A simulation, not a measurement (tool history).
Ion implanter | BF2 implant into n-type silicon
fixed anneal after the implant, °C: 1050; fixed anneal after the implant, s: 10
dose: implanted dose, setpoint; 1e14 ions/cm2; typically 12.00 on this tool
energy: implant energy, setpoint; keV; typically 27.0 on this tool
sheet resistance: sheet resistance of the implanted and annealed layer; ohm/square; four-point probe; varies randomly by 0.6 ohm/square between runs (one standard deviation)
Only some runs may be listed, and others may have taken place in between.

run	hour	dose	energy	wafers since the last listed run	hours since the last dose calibration	hours since the extraction supply was calibrated	hours since the gauge calibration	read-back reference wafer on the same gauge, sheet resistance	sheet resistance
1	0.0	10.04	27.0	0	268.8	3310.0	523.6	127.37	154.73
2	55.3	10.04	27.0	775	324.1	3365.3	578.9	126.85	154.09
3	146.7	12.00	25.0	1282	415.5	3456.7	670.3	126.97	143.14
4	220.4	12.00	25.0	1034	489.2	3530.4	744.0	126.96	143.87
5	301.4	12.00	33.0	1136	570.2	3611.4	825.0	127.18	131.01
6	395.2	12.00	33.0	1316	664.0	3705.2	918.8	126.96	131.88
7	488.3	10.41	27.0	1306	757.1	3798.3	1011.9	126.91	151.33
# hour 525.0: extraction supply calibrated
8	585.7	10.41	27.0	1254	854.5	60.7	1109.3	127.25	149.93
9	689.0	10.41	27.0	1449	957.8	164.0	1212.6	127.16	151.80
10	771.1	13.20	20.5	1151	1039.9	246.1	1294.7	127.21	148.38
11	862.9	12.00	27.0	1287	1131.7	337.9	1386.5	126.87	140.70
# hour 891.2: Faraday cup replaced and dose calibrated
12	959.9	12.00	27.0	1248	68.7	434.9	1483.5	126.73	141.38
13	1012.4	12.00	27.0	736	121.2	487.4	1536.0	127.23	140.96
# hour 1084.1: gauge calibrated
14	1108.5	12.00	35.5	1348	217.3	583.5	24.4	127.13	129.09
15	1164.5	10.60	21.5	785	273.3	639.5	80.4	126.90	160.98
16	1255.2	13.13	24.0	1272	364.0	730.2	171.1	126.81	141.05

The next listed run, before its measurement:
17	1309.5	14.96	35.5	761	418.3	784.5	225.4	?	?

Run 17 came out at read-back reference wafer on the same gauge, sheet resistance 126.99, sheet resistance 116.99 ohm/square.
If the tool had no hidden condition, the same run with the same run-to-run variation would have returned sheet resistance 116.99 ohm/square.
